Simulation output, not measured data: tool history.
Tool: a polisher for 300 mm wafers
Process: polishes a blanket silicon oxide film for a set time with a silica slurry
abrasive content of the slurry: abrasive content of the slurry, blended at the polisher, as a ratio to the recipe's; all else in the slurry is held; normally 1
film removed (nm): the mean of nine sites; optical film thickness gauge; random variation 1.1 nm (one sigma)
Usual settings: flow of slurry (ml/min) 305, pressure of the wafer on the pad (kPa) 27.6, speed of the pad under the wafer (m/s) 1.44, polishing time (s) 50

run,day,flow of slurry (ml/min),pressure of the wafer on the pad (kPa),speed of the pad under the wafer (m/s),abrasive content of the slurry,polishing time (s),wafers since the last listed run,wafers polished on this pad,hours since the slurry nozzle was cleaned,hours since the head pressure was calibrated,hours since the slurry blender was calibrated,hours since the conditioning disc was replaced,"incoming thickness of the incoming film, nm",film removed (nm)
1,0,305,27.6,1.44,1,39,0,881,367.2,219.9,148,91.7,1204.5,129.9
2,1.85,305,27.6,1.44,1,50,360,1242,411.6,264.3,192.4,136.1,1189.6,165.9
# day 2.258: head pressure recalibrated
# day 3.567: slurry blender recalibrated
# day 4.667: conditioning disc replaced and pad reconditioned
# day 5.725: worn pad replaced by a new one
# day 9.079: slurry nozzle cleaned
3,10.808,305,27.6,1.44,1,50,1658,983,41.5,205.2,173.8,147.4,1205.2,166.3
# day 11.4: slurry blender recalibrated
4,13.688,305,27.6,1.44,1,50,545,1528,110.6,274.3,54.9,216.5,1194.8,169.2
# day 14.7: conditioning disc replaced and pad reconditioned
5,15.067,305,27.6,1.44,1,50,252,1781,143.7,307.4,88,8.8,1200.6,170.4
# day 15.317: worn pad replaced by a new one
# day 16.65: head pressure recalibrated
6,21.15,305,27.6,1.44,1,50,1137,1122,289.7,108,234,154.8,1218.6,165
# day 21.533: slurry blender recalibrated
# day 23.071: conditioning disc replaced and pad reconditioned
7,23.933,305,27.6,1.44,1,50,510,1632,356.5,174.8,57.6,20.7,1175.4,169
# day 24.729: worn pad replaced by a new one
8,26.621,305,27.6,1.44,1,50,491,368,421,239.3,122.1,85.2,1207.8,165.6
# day 28.246: head pressure recalibrated
9,28.954,225,33.1,1.44,1,50,438,807,477,17,178.1,141.2,1200.9,180.5
# day 29.404: slurry blender recalibrated
10,31.588,335,27.6,1.58,1.25,45,497,1305,540.2,80.2,52.4,204.4,1217.9,184.5
# day 32.05: conditioning disc replaced and pad reconditioned
# day 32.462: slurry nozzle cleaned
# day 33.717: worn pad replaced by a new one
11,33.738,305,27.6,1.44,1,50,362,4,30.6,131.8,104,40.5,1217.5,169.1
12,35.4,305,27.6,1.44,1,50,324,328,70.5,171.7,143.9,80.4,1193.4,167.5
# day 37.996: slurry blender recalibrated
13,38.092,305,27.6,1.44,1,50,508,837,135.1,236.3,2.3,145,1208.8,170.2
# day 39.308: head pressure recalibrated
14,39.5,400,24.1,1.08,1.25,50,258,1095,168.9,4.6,36.1,178.8,1187.2,142.2
# day 39.958: conditioning disc replaced and pad reconditioned
# day 41.888: worn pad replaced by a new one
15,41.908,400,27.6,1.44,1.2,40,421,4,226.7,62.4,93.9,46.8,1203.3,151.3
16,43,305,27.6,1.06,0.85,50,212,217,252.9,88.6,120.1,73,1206.9,119.9
17,45.762,305,27.6,1.44,0.75,50,538,755,319.2,154.9,186.4,139.3,1195.1,139.5

What if the next run were any one of these 3? Each begins from the tool's condition after run 17:
A,45.779,305,27.6,1.44,1,50,3,759,319.6,155.3,186.8,139.7,1208.7,?
B,45.779,305,23.4,1.44,1,62,3,759,319.6,155.3,186.8,139.7,1208.7,?
C,45.779,305,27.6,1.1,1,50,3,759,319.6,155.3,186.8,139.7,1208.7,?

run,film removed (nm)
A,166.1
B,187.4
C,133.9
What these runs would have given with no unlogged condition in the tool:
run,film removed (nm)
A,170.2
B,192.1
C,137.2

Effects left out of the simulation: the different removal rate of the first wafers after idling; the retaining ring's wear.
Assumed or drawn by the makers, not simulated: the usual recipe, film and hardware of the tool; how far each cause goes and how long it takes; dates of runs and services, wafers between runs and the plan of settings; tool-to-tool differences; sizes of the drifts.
